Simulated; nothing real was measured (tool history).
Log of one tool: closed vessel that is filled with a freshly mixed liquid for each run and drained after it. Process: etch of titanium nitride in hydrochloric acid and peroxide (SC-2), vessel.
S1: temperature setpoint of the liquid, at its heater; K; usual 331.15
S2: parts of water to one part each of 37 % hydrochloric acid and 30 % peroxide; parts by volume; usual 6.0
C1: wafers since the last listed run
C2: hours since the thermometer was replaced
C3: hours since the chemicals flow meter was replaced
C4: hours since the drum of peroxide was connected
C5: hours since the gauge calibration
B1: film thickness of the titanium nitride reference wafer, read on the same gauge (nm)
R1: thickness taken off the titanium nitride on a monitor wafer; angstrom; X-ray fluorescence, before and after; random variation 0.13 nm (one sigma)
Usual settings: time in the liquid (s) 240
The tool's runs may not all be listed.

Run 1, hour 0.0: usual settings; C1 0; C2 1725.6; C3 904.8; C4 32.1; C5 1367.5; B1 110.01. Result: R1 142.6 angstrom.
Run 2, hour 100.9: usual settings; C1 10081; C2 1826.5; C3 1005.7; C4 133.0; C5 1468.4; B1 109.96. Result: R1 142.9 angstrom.
Run 3, hour 175.5: usual settings but S1 336.15 K; C1 7453; C2 1901.1; C3 1080.3; C4 207.6; C5 1543.0; B1 109.97. Result: R1 194.2 angstrom.
Run 4, hour 212.8: usual settings but S1 336.15 K; C1 3726; C2 1938.4; C3 1117.6; C4 244.9; C5 1580.3; B1 110.01. Result: R1 196.5 angstrom.
Run 5, hour 286.9: usual settings but S1 334.65 K; C1 7403; C2 2012.5; C3 1191.7; C4 319.0; C5 1654.4; B1 110.02. Result: R1 180.7 angstrom.
Run 6, hour 374.7: usual settings; C1 8772; C2 2100.3; C3 1279.5; C4 406.8; C5 1742.2; B1 110.02. Result: R1 143.7 angstrom.
Run 7, hour 432.7: usual settings; C1 5795; C2 2158.3; C3 1337.5; C4 464.8; C5 1800.2; B1 110.02. Result: R1 144.1 angstrom.
Run 8, hour 529.5: usual settings; C1 9671; C2 2255.1; C3 1434.3; C4 561.6; C5 1897.0; B1 110.00. Result: R1 144.3 angstrom.
Run 9, hour 606.7: usual settings; C1 7713; C2 2332.3; C3 1511.5; C4 638.8; C5 1974.2; B1 109.99. Result: R1 144.2 angstrom.
Run 10, hour 697.6: usual settings but time in the liquid (s) 145; C1 9082; C2 2423.2; C3 1602.4; C4 729.7; C5 2065.1; B1 110.00. Result: R1 87.6 angstrom.
At hour 703.1: chemicals flow meter replaced.
At hour 726.0: thermometer replaced.
Run 11, hour 747.4: usual settings but time in the liquid (s) 145; C1 4775; C2 21.4; C3 44.3; C4 779.5; C5 2114.9; B1 109.98. Result: R1 84.4 angstrom.
Run 12, hour 815.4: usual settings but time in the liquid (s) 145; C1 6794; C2 89.4; C3 112.3; C4 847.5; C5 2182.9; B1 110.00. Result: R1 84.0 angstrom.
At hour 853.0: gauge calibrated.
Run 13, hour 916.3: usual settings; C1 10081; C2 190.3; C3 213.2; C4 948.4; C5 63.3; B1 109.97. Result: R1 139.4 angstrom.
Run 14, hour 998.9: usual settings but S1 326.65 K, S2 8.5 parts by volume, time in the liquid (s) 290; C1 8252; C2 272.9; C3 295.8; C4 1031.0; C5 145.9; B1 110.05. Result: R1 95.4 angstrom.
Run 15, hour 1064.5: usual settings but S1 326.15 K, time in the liquid (s) 130; C1 6554; C2 338.5; C3 361.4; C4 1096.6; C5 211.5; B1 110.02. Result: R1 54.6 angstrom.
Run 16, hour 1140.7: usual settings but time in the liquid (s) 345; C1 7613; C2 414.7; C3 437.6; C4 1172.8; C5 287.7; B1 110.00. Result: R1 199.7 angstrom.
At hour 1208.8: new drum of peroxide connected.
Run 17, hour 1234.1: usual settings but S1 321.65 K, S2 8.5 parts by volume; C1 9232; C2 508.1; C3 531.0; C4 25.3; C5 381.1; B1 109.99. Result: R1 56.8 angstrom.

The next listed run, before its measurement:
Run 18, hour 1502.5: usual settings; C1 26817; C2 776.5; C3 799.4; C4 293.7; C5 649.5; B1 ?. Result: R1 ?.

B1: 109.99
R1: 141.9 angstrom
Without the tool's hidden state the same run would have given R1 137.4 angstrom.
